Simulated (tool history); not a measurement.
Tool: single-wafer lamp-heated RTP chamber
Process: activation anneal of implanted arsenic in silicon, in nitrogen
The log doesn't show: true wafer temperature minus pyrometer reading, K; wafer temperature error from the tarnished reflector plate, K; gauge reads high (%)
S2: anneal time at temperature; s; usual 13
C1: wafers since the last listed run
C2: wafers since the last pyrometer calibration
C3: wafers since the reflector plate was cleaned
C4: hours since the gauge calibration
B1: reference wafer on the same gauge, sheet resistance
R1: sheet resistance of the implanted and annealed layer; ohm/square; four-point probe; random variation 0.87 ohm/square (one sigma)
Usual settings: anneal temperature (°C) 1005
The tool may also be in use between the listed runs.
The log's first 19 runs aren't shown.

run 20 day=39.321 | anneal_temperature_(°C)=981 S2=13 | C1=1220 C2=5031 C3=1229 C4=113.7 | B1=164.24 | R1=177.53
run 21 day=40.729 | anneal_temperature_(°C)=1005 S2=13 | C1=649 C2=5681 C3=1879 C4=147.5 | B1=164.19 | R1=167.95
run 22 day=42.667 | anneal_temperature_(°C)=1005 S2=13 | C1=893 C2=6575 C3=2773 C4=194 | B1=164.25 | R1=168.83
run 23 day=45.212 | anneal_temperature_(°C)=1005 S2=13 | C1=1174 C2=7749 C3=3948 C4=255.1 | B1=163.93 | R1=167.51
run 24 day=47.729 | anneal_temperature_(°C)=982 S2=8 | C1=1161 C2=8911 C3=5109 C4=315.5 | B1=164.07 | R1=183.77
-- day=48.521 pyrometer window cleaned and pyrometer calibrated
run 25 day=50.179 | anneal_temperature_(°C)=1005 S2=13 | C1=976 C2=765 C3=6085 C4=374.3 | B1=163.88 | R1=168.08
run 26 day=51.571 | anneal_temperature_(°C)=1005 S2=13 | C1=642 C2=1407 C3=6727 C4=407.7 | B1=164.13 | R1=166.52
run 27 day=52.821 | anneal_temperature_(°C)=1005 S2=21 | C1=576 C2=1984 C3=7304 C4=437.7 | B1=164.16 | R1=158.29
-- day=60.971 reflector plate cleaned
run 28 day=61.179 | anneal_temperature_(°C)=1005 S2=13 | C1=3702 C2=5686 C3=95 C4=638.3 | B1=164.11 | R1=168.47
run 29 day=62.775 | anneal_temperature_(°C)=1005 S2=13 | C1=736 C2=6423 C3=831 C4=676.6 | B1=163.47 | R1=169.27
run 30 day=63.825 | anneal_temperature_(°C)=1030 S2=8 | C1=484 C2=6907 C3=1316 C4=701.8 | B1=163.99 | R1=165.01
run 31 day=66.817 | anneal_temperature_(°C)=985 S2=9 | C1=1380 C2=8287 C3=2696 C4=773.6 | B1=163.83 | R1=179.86
-- day=68.792 pyrometer window cleaned and pyrometer calibrated
run 32 day=69.679 | anneal_temperature_(°C)=1023 S2=6 | C1=1166 C2=408 C3=3863 C4=842.3 | B1=164.16 | R1=171.99
run 33 day=71.362 | anneal_temperature_(°C)=1020 S2=17 | C1=776 C2=1185 C3=4639 C4=882.7 | B1=164.24 | R1=156.13
run 34 day=73.046 | anneal_temperature_(°C)=1005 S2=17 | C1=776 C2=1961 C3=5416 C4=923.1 | B1=164.08 | R1=163.53
run 35 day=74.65 | anneal_temperature_(°C)=1013 S2=10 | C1=740 C2=2701 C3=6156 C4=961.6 | B1=163.82 | R1=168.25
run 36 day=75.758 | anneal_temperature_(°C)=1033 S2=10 | C1=511 C2=3213 C3=6667 C4=988.2 | B1=164.16 | R1=158.28
run 37 day=77.917 | anneal_temperature_(°C)=1005 S2=13 | C1=995 C2=4209 C3=7663 C4=1040 | B1=164.03 | R1=167.13

3 ways to go on from here, each from the tool as it stands after run 37. What would each give?
run A day=77.933 | anneal_temperature_(°C)=1005 S2=13 | C1=7 C2=4216 C3=7671 C4=1040.4 | B1=? | R1=?
run B day=77.933 | anneal_temperature_(°C)=1024 S2=9 | C1=7 C2=4216 C3=7671 C4=1040.4 | B1=? | R1=?
run C day=77.933 | anneal_temperature_(°C)=1005 S2=18 | C1=7 C2=4216 C3=7671 C4=1040.4 | B1=? | R1=?

run=A B1=163.59 R1=167.64
run=B B1=163.59 R1=165.27
run=C B1=163.59 R1=162.28
Without the tool's hidden state the same runs would have given:
run=A R1=170.43
run=B R1=167.85
run=C R1=165.18
